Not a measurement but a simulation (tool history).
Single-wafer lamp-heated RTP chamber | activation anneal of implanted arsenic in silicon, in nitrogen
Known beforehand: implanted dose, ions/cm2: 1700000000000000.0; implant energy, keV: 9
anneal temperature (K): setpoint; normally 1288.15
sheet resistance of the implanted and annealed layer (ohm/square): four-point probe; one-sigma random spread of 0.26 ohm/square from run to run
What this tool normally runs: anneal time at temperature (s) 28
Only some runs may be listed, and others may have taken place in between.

run	hour	anneal temperature (K)	anneal time at temperature (s)	wafers since the last listed run	wafers since the last pyrometer calibration	wafers since the reflector plate was cleaned	hours since the gauge calibration	read-back reference wafer on the same gauge, sheet resistance	sheet resistance of the implanted and annealed layer (ohm/square)
1	0	1288.15	28	0	2358	12599	857.9	99.99	99.65
# hour 33.1: reflector plate cleaned
2	33.6	1288.15	28	393	2751	7	891.5	99.95	102.94
3	53.5	1288.15	28	305	3057	313	911.4	100.02	102.29
# hour 231.7: pyrometer window cleaned and pyrometer calibrated
4	243.4	1288.15	28	2793	179	3106	1101.3	100.02	102.79
5	287.3	1288.15	28	674	853	3780	1145.2	100.03	102.9
6	318	1281.15	28	471	1324	4252	1175.9	99.95	108.06
7	377.4	1281.15	28	912	2237	5164	1235.3	100.03	108.06
8	405.2	1288.15	32	426	2663	5591	1263.1	100.03	98.18
9	465.5	1288.15	32	925	3589	6517	1323.4	99.99	98.45
10	526.1	1288.15	32	930	4520	7447	1384	100.01	97.63
11	572.1	1288.15	33	706	5226	8154	1430	100.06	96.56
# hour 597.9: pyrometer window cleaned and pyrometer calibrated
12	638.2	1288.15	33	892	618	9046	1496.1	99.98	97.22
13	747.1	1288.15	33	1672	2290	10718	1605	100.03	95.72
# hour 765: reflector plate cleaned
14	771.5	1274.15	33	251	2542	99	1629.4	100.1	109.85
15	832.9	1274.15	33	942	3485	1042	1690.8	100.02	109.36
16	861.5	1274.15	33	439	3924	1481	1719.4	100.07	109.59
17	895.7	1273.15	40	525	4449	2006	1753.6	99.94	104.55
18	964.7	1277.15	28	1059	5509	3066	1822.6	100.02	110.28
19	990	1268.15	16	388	5897	3454	1847.9	100.11	134.34
# hour 1017.3: pyrometer window cleaned and pyrometer calibrated
# hour 1034.8: gauge calibrated
20	1039.6	1281.15	28	638	342	4093	4.8	99.99	109.32
21	1092.5	1300.15	28	812	1155	4906	57.7	99.94	94.86
22	1156	1299.15	20	975	2130	5881	121.2	100.01	103.76
23	1215.6	1288.15	28	915	3045	6796	180.8	100.03	101.85
24	1267.7	1305.15	40	800	3845	7596	232.9	100.04	83.56
25	1334	1306.15	19	1018	4863	8614	299.2	100	98.73
26	1392.2	1288.15	28	893	5757	9508	357.4	99.98	100.22
# hour 1421: pyrometer window cleaned and pyrometer calibrated
27	1463.9	1288.15	28	978	659	10486	429.1	100.03	101.16
28	1496.7	1266.15	38	503	1162	10989	461.9	99.96	110.11

Predict the results of run 29:
29	1543.2	1288.15	22	714	1876	11703	508.4	?	?

read-back reference wafer on the same gauge, sheet resistance: 99.97
sheet resistance of the implanted and annealed layer (ohm/square): 107.15
Take away the tool's hidden state, keep the run-to-run variation as it was, and the same run would have given sheet resistance of the implanted and annealed layer (ohm/square) 111.31.
